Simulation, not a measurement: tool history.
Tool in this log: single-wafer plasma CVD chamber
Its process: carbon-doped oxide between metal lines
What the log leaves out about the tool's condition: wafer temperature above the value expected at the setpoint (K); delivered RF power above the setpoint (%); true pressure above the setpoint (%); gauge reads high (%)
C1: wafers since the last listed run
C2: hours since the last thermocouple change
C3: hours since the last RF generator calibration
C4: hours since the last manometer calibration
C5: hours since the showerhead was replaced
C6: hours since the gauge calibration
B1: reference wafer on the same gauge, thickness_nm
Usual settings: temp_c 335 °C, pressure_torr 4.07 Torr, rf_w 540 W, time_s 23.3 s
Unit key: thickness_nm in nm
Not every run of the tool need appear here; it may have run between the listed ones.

run 1 day=0.000 | temp_c=335 pressure_torr=4.07 rf_w=540 time_s=23.3 | C1=0 C2=742.8 C3=1557.7 C4=721.1 C5=6250.5 C6=1487.1 | B1=140.937 | thickness_nm=132.240
run 2 day=8.533 | temp_c=335 pressure_torr=4.07 rf_w=540 time_s=23.3 | C1=5809 C2=947.6 C3=1762.5 C4=925.9 C5=6455.3 C6=1691.9 | B1=140.894 | thickness_nm=132.080
run 3 day=10.200 | temp_c=335 pressure_torr=4.07 rf_w=540 time_s=23.3 | C1=1134 C2=987.6 C3=1802.5 C4=965.9 C5=6495.3 C6=1731.9 | B1=141.117 | thickness_nm=132.323
run 4 day=12.996 | temp_c=335 pressure_torr=4.07 rf_w=540 time_s=23.3 | C1=1903 C2=1054.7 C3=1869.6 C4=1033.0 C5=6562.4 C6=1799.0 | B1=141.081 | thickness_nm=131.330
run 5 day=14.275 | temp_c=335 pressure_torr=4.07 rf_w=540 time_s=23.3 | C1=870 C2=1085.4 C3=1900.3 C4=1063.7 C5=6593.1 C6=1829.7 | B1=140.970 | thickness_nm=131.385
-- day=15.183 capacitance manometer re-zeroed and calibrated
run 6 day=16.362 | temp_c=335 pressure_torr=4.07 rf_w=540 time_s=20.6 | C1=1194 C2=1135.5 C3=1950.4 C4=28.3 C5=6643.2 C6=1879.8 | B1=140.878 | thickness_nm=117.609
-- day=16.742 thermocouple changed; heater temperature recalibrated
run 7 day=18.679 | temp_c=335 pressure_torr=4.07 rf_w=540 time_s=20.6 | C1=1350 C2=46.5 C3=2006.0 C4=83.9 C5=6698.8 C6=1935.4 | B1=141.094 | thickness_nm=117.500
-- day=18.896 gauge calibrated
run 8 day=20.671 | temp_c=335 pressure_torr=3.69 rf_w=540 time_s=23.3 | C1=1356 C2=94.3 C3=2053.8 C4=131.7 C5=6746.6 C6=42.6 | B1=140.900 | thickness_nm=131.577
run 9 day=23.075 | temp_c=335 pressure_torr=3.69 rf_w=540 time_s=23.3 | C1=1636 C2=152.0 C3=2111.5 C4=189.4 C5=6804.3 C6=100.3 | B1=140.991 | thickness_nm=131.543
run 10 day=25.046 | temp_c=335 pressure_torr=3.69 rf_w=540 time_s=23.3 | C1=1341 C2=199.3 C3=2158.8 C4=236.7 C5=6851.6 C6=147.6 | B1=141.023 | thickness_nm=132.088
-- day=26.600 RF generator calibrated
run 11 day=28.017 | temp_c=335 pressure_torr=4.07 rf_w=540 time_s=23.3 | C1=1795 C2=270.6 C3=34.0 C4=308.0 C5=6922.9 C6=218.9 | B1=140.969 | thickness_nm=133.022
run 12 day=30.304 | temp_c=340 pressure_torr=3.49 rf_w=485 time_s=21.0 | C1=1557 C2=325.5 C3=88.9 C4=362.9 C5=6977.8 C6=273.8 | B1=141.095 | thickness_nm=110.441
-- day=31.888 showerhead replaced, of another model than before
run 13 day=32.996 | temp_c=335 pressure_torr=4.07 rf_w=540 time_s=23.3 | C1=1605 C2=390.1 C3=153.5 C4=427.5 C5=26.6 C6=338.4 | B1=140.861 | thickness_nm=132.336
run 14 day=34.104 | temp_c=335 pressure_torr=3.08 rf_w=540 time_s=23.3 | C1=754 C2=416.7 C3=180.1 C4=454.1 C5=53.2 C6=365.0 | B1=141.040 | thickness_nm=127.969
run 15 day=36.838 | temp_c=335 pressure_torr=4.99 rf_w=540 time_s=23.3 | C1=1860 C2=482.3 C3=245.7 C4=519.7 C5=118.8 C6=430.6 | B1=141.036 | thickness_nm=137.711
run 16 day=39.458 | temp_c=344 pressure_torr=3.63 rf_w=635 time_s=27.9 | C1=1784 C2=545.2 C3=308.6 C4=582.6 C5=181.7 C6=493.5 | B1=141.130 | thickness_nm=158.985
run 17 day=41.825 | temp_c=340 pressure_torr=3.49 rf_w=485 time_s=21.0 | C1=1611 C2=602.0 C3=365.4 C4=639.4 C5=238.5 C6=550.3 | B1=141.007 | thickness_nm=111.263
run 18 day=43.238 | temp_c=335 pressure_torr=4.82 rf_w=540 time_s=19.0 | C1=961 C2=635.9 C3=399.3 C4=673.3 C5=272.4 C6=584.2 | B1=140.976 | thickness_nm=110.999
run 19 day=44.738 | temp_c=335 pressure_torr=4.07 rf_w=510 time_s=21.2 | C1=1021 C2=671.9 C3=435.3 C4=709.3 C5=308.4 C6=620.2 | B1=141.033 | thickness_nm=117.956
run 20 day=46.608 | temp_c=322 pressure_torr=4.07 rf_w=445 time_s=20.8 | C1=1273 C2=716.8 C3=480.2 C4=754.2 C5=353.3 C6=665.1 | B1=140.942 | thickness_nm=116.450
run 21 day=48.088 | temp_c=340 pressure_torr=3.49 rf_w=485 time_s=21.0 | C1=1007 C2=752.3 C3=515.7 C4=789.7 C5=388.8 C6=700.6 | B1=140.997 | thickness_nm=111.008
run 22 day=50.879 | temp_c=335 pressure_torr=4.07 rf_w=540 time_s=23.3 | C1=1900 C2=819.3 C3=582.7 C4=856.7 C5=455.8 C6=767.6 | B1=140.952 | thickness_nm=131.887
run 23 day=52.600 | temp_c=340 pressure_torr=4.46 rf_w=540 time_s=23.3 | C1=1171 C2=860.6 C3=624.0 C4=898.0 C5=497.1 C6=808.9 | B1=140.950 | thickness_nm=131.954
run 24 day=55.267 | temp_c=335 pressure_torr=4.07 rf_w=540 time_s=23.3 | C1=1815 C2=924.6 C3=688.0 C4=962.0 C5=561.1 C6=872.9 | B1=140.967 | thickness_nm=131.236
run 25 day=61.883 | temp_c=335 pressure_torr=4.07 rf_w=540 time_s=23.3 | C1=4504 C2=1083.4 C3=846.8 C4=1120.8 C5=719.9 C6=1031.7 | B1=140.943 | thickness_nm=131.204
-- day=62.658 thermocouple changed; heater temperature recalibrated
run 26 day=63.288 | temp_c=335 pressure_torr=3.50 rf_w=540 time_s=23.3 | C1=729 C2=15.1 C3=880.5 C4=1154.5 C5=753.6 C6=1065.4 | B1=140.997 | thickness_nm=128.471
run 27 day=65.633 | temp_c=341 pressure_torr=4.07 rf_w=510 time_s=23.3 | C1=1597 C2=71.4 C3=936.8 C4=1210.8 C5=809.9 C6=1121.7 | B1=141.003 | thickness_nm=125.945

Forecast each of these 5 alternatives for the next run:
run A day=65.650 | temp_c=335 pressure_torr=4.07 rf_w=540 time_s=23.3 | C1=11 C2=71.8 C3=937.2 C4=1211.2 C5=810.3 C6=1122.1 | B1=? | thickness_nm=?
run B day=65.650 | temp_c=335 pressure_torr=4.07 rf_w=540 time_s=20.1 | C1=11 C2=71.8 C3=937.2 C4=1211.2 C5=810.3 C6=1122.1 | B1=? | thickness_nm=?
run C day=65.650 | temp_c=335 pressure_torr=4.07 rf_w=445 time_s=18.7 | C1=11 C2=71.8 C3=937.2 C4=1211.2 C5=810.3 C6=1122.1 | B1=? | thickness_nm=?
run D day=65.650 | temp_c=335 pressure_torr=4.07 rf_w=490 time_s=23.3 | C1=11 C2=71.8 C3=937.2 C4=1211.2 C5=810.3 C6=1122.1 | B1=? | thickness_nm=?
run E day=65.650 | temp_c=335 pressure_torr=3.59 rf_w=500 time_s=27.2 | C1=11 C2=71.8 C3=937.2 C4=1211.2 C5=810.3 C6=1122.1 | B1=? | thickness_nm=?

run=A B1=141.056 thickness_nm=131.212
run=B B1=141.056 thickness_nm=113.470
run=C B1=141.056 thickness_nm=99.751
run=D B1=141.056 thickness_nm=127.370
run=E B1=141.056 thickness_nm=146.556
Stripped of hidden state, with their random variation kept, the same runs would have yielded:
run=A thickness_nm=132.984
run=B thickness_nm=115.003
run=C thickness_nm=101.099
run=D thickness_nm=129.091
run=E thickness_nm=148.155
